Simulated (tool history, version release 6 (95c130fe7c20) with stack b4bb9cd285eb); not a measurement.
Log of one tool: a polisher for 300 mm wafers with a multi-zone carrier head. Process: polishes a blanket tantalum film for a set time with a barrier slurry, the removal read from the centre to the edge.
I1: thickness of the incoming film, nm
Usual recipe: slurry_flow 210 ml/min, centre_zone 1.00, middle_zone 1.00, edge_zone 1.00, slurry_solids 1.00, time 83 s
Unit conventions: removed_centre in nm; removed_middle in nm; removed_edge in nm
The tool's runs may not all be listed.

Run 1, hour 0.0: usual settings; I1 231.4. Result: removed_centre 64.4 nm, removed_middle 63.9 nm, removed_edge 62.0 nm.
Run 2, hour 16.0: usual settings; I1 229.6. Result: removed_centre 61.5 nm, removed_middle 61.7 nm, removed_edge 61.4 nm.
At hour 28.7: worn pad replaced by a new one.
Run 3, hour 47.2: usual settings but edge_zone 0.91; I1 228.8. Result: removed_centre 67.5 nm, removed_middle 65.9 nm, removed_edge 63.8 nm.
Run 4, hour 68.2: usual settings; I1 230.8. Result: removed_centre 64.0 nm, removed_middle 66.2 nm, removed_edge 64.5 nm.
Run 5, hour 82.8: usual settings; I1 232.1. Result: removed_centre 63.2 nm, removed_middle 62.8 nm, removed_edge 63.5 nm.
At hour 105.5: worn pad replaced by a new one.
Run 6, hour 106.0: usual settings; I1 229.4. Result: removed_centre 66.5 nm, removed_middle 67.3 nm, removed_edge 66.6 nm.
Run 7, hour 150.1: usual settings but middle_zone 0.93, edge_zone 1.09; I1 232.4. Result: removed_centre 64.4 nm, removed_middle 59.2 nm, removed_edge 65.3 nm.
At hour 174.8: worn pad replaced by a new one.
Run 8, hour 176.3: usual settings but middle_zone 0.93, edge_zone 1.09; I1 234.3. Result: removed_centre 69.1 nm, removed_middle 64.2 nm, removed_edge 70.9 nm.
Run 9, hour 199.9: usual settings but time 70 s; I1 226.5. Result: removed_centre 57.5 nm, removed_middle 55.6 nm, removed_edge 54.8 nm.
Run 10, hour 215.6: usual settings but centre_zone 1.09, edge_zone 1.12, time 72 s; I1 231.3. Result: removed_centre 60.0 nm, removed_middle 55.0 nm, removed_edge 57.0 nm.
Run 11, hour 228.5: usual settings but middle_zone 0.93; I1 229.8. Result: removed_centre 62.4 nm, removed_middle 58.2 nm, removed_edge 62.4 nm.
At hour 235.6: centre zone pressure recalibrated.
Run 12, hour 241.0: usual settings but slurry_flow 260 ml/min, middle_zone 1.08; I1 229.7. Result: removed_centre 62.1 nm, removed_middle 66.4 nm, removed_edge 60.8 nm.
At hour 246.0: worn pad replaced by a new one.
At hour 258.9: carrier head's membrane replaced by a new one.
Run 13, hour 272.0: usual settings; I1 228.1. Result: removed_centre 64.3 nm, removed_middle 66.2 nm, removed_edge 64.2 nm.
At hour 275.5: slurry nozzle cleaned.
At hour 297.0: edge zone pressure recalibrated.
Run 14, hour 302.4: usual settings but slurry_flow 230 ml/min, centre_zone 0.89, slurry_solids 0.90; I1 232.3. Result: removed_centre 54.4 nm, removed_middle 59.3 nm, removed_edge 59.4 nm.
Run 15, hour 314.6: usual settings but middle_zone 1.06, slurry_solids 0.75; I1 232.2. Result: removed_centre 51.3 nm, removed_middle 52.8 nm, removed_edge 50.2 nm.
At hour 329.0: worn pad replaced by a new one.
Run 16, hour 329.8: usual settings but slurry_flow 285 ml/min, middle_zone 0.95, slurry_solids 0.85, time 96 s; I1 230.3. Result: removed_centre 76.1 nm, removed_middle 71.6 nm, removed_edge 73.5 nm.
Run 17, hour 356.8: usual settings but middle_zone 0.94; I1 224.5. Result: removed_centre 64.8 nm, removed_middle 62.6 nm, removed_edge 65.9 nm.
Run 18, hour 375.4: usual settings but middle_zone 1.06, slurry_solids 0.75; I1 233.6. Result: removed_centre 55.6 nm, removed_middle 54.9 nm, removed_edge 53.6 nm.
Run 19, hour 388.7: usual settings; I1 226.9. Result: removed_centre 62.4 nm, removed_middle 63.4 nm, removed_edge 61.3 nm.

Predict each of these 4 candidate next runs independently; none follows another, all start after run 19:
Run A, hour 389.1: usual settings; I1 228.1. Result: removed_centre ?, removed_middle ?, removed_edge ?.
Run B, hour 389.1: usual settings but slurry_solids 1.10; I1 228.1. Result: removed_centre ?, removed_middle ?, removed_edge ?.
Run C, hour 389.1: usual settings but centre_zone 0.97; I1 228.1. Result: removed_centre ?, removed_middle ?, removed_edge ?.
Run D, hour 389.1: usual settings but middle_zone 1.08, edge_zone 0.89, slurry_solids 1.15; I1 228.1. Result: removed_centre ?, removed_middle ?, removed_edge ?.

run  removed_centre  removed_middle  removed_edge
  A            61.1            62.8          63.0
  B            63.5            65.2          65.5
  C            59.2            62.8          63.0
  D            64.5            70.8          63.7
What these runs would have given with no unlogged condition in the tool:
run  removed_centre  removed_middle  removed_edge
  A            67.8            69.7          69.9
  B            70.4            72.4          72.7
  C            65.7            69.7          69.9
  D            71.6            78.6          70.7

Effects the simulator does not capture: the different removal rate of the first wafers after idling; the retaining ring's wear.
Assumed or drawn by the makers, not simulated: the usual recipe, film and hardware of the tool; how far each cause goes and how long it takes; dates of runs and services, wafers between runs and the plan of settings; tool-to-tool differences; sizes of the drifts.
